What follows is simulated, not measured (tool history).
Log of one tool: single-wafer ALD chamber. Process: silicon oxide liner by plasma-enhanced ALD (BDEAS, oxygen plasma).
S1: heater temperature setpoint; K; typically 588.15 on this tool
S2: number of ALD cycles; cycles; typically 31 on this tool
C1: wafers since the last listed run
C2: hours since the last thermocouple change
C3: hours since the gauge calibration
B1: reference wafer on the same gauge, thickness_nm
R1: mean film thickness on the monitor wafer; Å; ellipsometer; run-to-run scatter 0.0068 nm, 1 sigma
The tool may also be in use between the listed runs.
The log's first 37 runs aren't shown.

Run 38, hour 1947.7: usual settings but S2 34 cycles; C1 730; C2 684.3; C3 1221.8; B1 2.589. Result: R1 29.13 Å.
Run 39, hour 1989.1: usual settings but S2 35 cycles; C1 504; C2 725.7; C3 1263.2; B1 2.59. Result: R1 29.86 Å.
Run 40, hour 2038.3: usual settings but S2 33 cycles; C1 599; C2 774.9; C3 1312.4; B1 2.59. Result: R1 28.22 Å.
Run 41, hour 2082.1: usual settings but S1 595.15 K, S2 34 cycles; C1 533; C2 818.7; C3 1356.2; B1 2.591. Result: R1 28.77 Å.
Run 42, hour 2143.8: usual settings but S1 602.15 K, S2 34 cycles; C1 751; C2 880.4; C3 1417.9; B1 2.59. Result: R1 28.31 Å.
Run 43, hour 2184.8: usual settings but S1 582.15 K; C1 499; C2 921.4; C3 1458.9; B1 2.589. Result: R1 26.66 Å.
Run 44, hour 2289.8: usual settings; C1 1278; C2 1026.4; C3 1563.9; B1 2.591. Result: R1 26.4 Å.
Run 45, hour 2345.3: usual settings but S1 594.15 K; C1 675; C2 1081.9; C3 1619.4; B1 2.589. Result: R1 26.18 Å.

Consider 4 possible next runs. They are alternatives, not a sequence: every one starts from the tool as it was left by run 45. What does each give?
Run A, hour 2345.7: usual settings but S1 580.15 K; C1 4; C2 1082.3; C3 1619.8; B1 ?. Result: R1 ?.
Run B, hour 2345.7: usual settings but S1 601.15 K, S2 37 cycles; C1 4; C2 1082.3; C3 1619.8; B1 ?. Result: R1 ?.
Run C, hour 2345.7: usual settings but S1 601.15 K, S2 33 cycles; C1 4; C2 1082.3; C3 1619.8; B1 ?. Result: R1 ?.
Run D, hour 2345.7: usual settings but S1 576.15 K, S2 27 cycles; C1 4; C2 1082.3; C3 1619.8; B1 ?. Result: R1 ?.

run    B1     R1
  A  2.59  26.87
  B  2.59  30.99
  C  2.59  27.64
  D  2.59  23.55
Without the tool's unlogged condition, the same runs would have read:
run     R1
  A  26.87
  B  30.99
  C  27.64
  D  23.55
